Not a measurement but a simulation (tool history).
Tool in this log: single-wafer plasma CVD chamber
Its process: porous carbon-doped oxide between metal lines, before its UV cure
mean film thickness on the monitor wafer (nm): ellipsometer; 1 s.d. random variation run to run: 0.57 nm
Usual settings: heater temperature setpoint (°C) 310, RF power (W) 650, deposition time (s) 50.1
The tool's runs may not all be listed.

run     day  heater temperature setpoint (°C)  RF power (W)  deposition time (s)  read-back reference wafer on the same gauge, thickness_nm  mean film thickness on the monitor wafer (nm)
  1   0.000                               310           650                 50.1                                                    313.983                                        261.067
  2   0.904                               310           650                 50.1                                                    314.118                                        260.756
  3   1.583                               310           650                 50.1                                                    313.829                                        259.813
  4   2.521                               299           650                 43.4                                                    314.262                                        240.482
  5   3.492                               310           650                 42.3                                                    313.843                                        220.840
  6   4.646                               310           650                 50.1                                                    313.592                                        260.901
  7   5.983                               310           650                 50.1                                                    314.164                                        260.119
  8   7.250                               307           750                 50.1                                                    314.021                                        296.007
  9   7.800                               307           750                 50.1                                                    313.986                                        296.096
 10   8.400                               307           750                 50.1                                                    313.943                                        296.854
 11   9.104                               310           650                 50.1                                                    313.634                                        260.250
 12   9.850                               310           650                 50.1                                                    314.107                                        260.503
     12.158  -- gauge calibrated
     12.400  -- thermocouple changed; heater temperature recalibrated
 13  12.421                               310           650                 50.1                                                    314.384                                        267.007
 14  12.912                               310           650                 50.1                                                    314.087                                        266.703
 15  14.104                               302           650                 56.2                                                    314.363                                        310.705
 16  15.204                               310           650                 58.4                                                    314.000                                        309.076
 17  15.979                               323           560                 50.1                                                    314.059                                        219.120
 18  17.442                               307           750                 50.1                                                    313.985                                        301.824
 19  18.021                               310           550                 52.6                                                    314.130                                        240.515
 20  18.633                               310           650                 50.1                                                    314.008                                        263.066
 21  19.638                               310           740                 57.3                                                    313.955                                        333.342
     20.150  -- RF generator calibrated
     21.754  -- showerhead replaced
 22  22.450                               310           770                 50.1                                                    314.121                                        300.954
 23  23.092                               310           750                 42.5                                                    313.861                                        251.119
 24  24.100                               304           650                 53.1                                                    314.078                                        287.047
 25  25.342                               316           770                 40.7                                                    313.591                                        238.861
 26  26.725                               310           650                 41.1                                                    314.276                                        215.661
 27  27.375                               305           695                 58.1                                                    313.947                                        328.366
 28  28.183                               305           650                 41.1                                                    313.855                                        221.165
 29  28.696                               300           565                 56.6                                                    313.953                                        275.904
 30  30.096                               310           535                 45.0                                                    313.669                                        199.175
 31  30.892                               319           550                 59.1                                                    313.830                                        254.472
 32  31.829                               303           765                 57.4                                                    314.269                                        351.816
 33  33.250                               296           565                 40.1                                                    314.032                                        200.682

Give the tool's hidden conditions for every run:
delivered RF power above the setpoint (%): 0 at every run
gauge reads high (%): 0 at every run
H1: wafer temperature above the value expected at the setpoint (K)
run    H1
  1  5.33
  2  5.37
  3  5.39
  4  5.43
  5  5.46
  6   5.5
  7  5.54
  8  5.57
  9  5.59
 10   5.6
 11  5.62
 12  5.64
 13  1.05
 14   1.2
 15  1.54
 16  1.85
 17  2.05
 18  2.42
 19  2.56
 20   2.7
 21  2.92
 22  3.49
 23  3.61
 24  3.79
 25     4
 26  4.22
 27  4.32
 28  4.43
 29  4.51
 30  4.69
 31   4.8
 32  4.91
 33  5.07
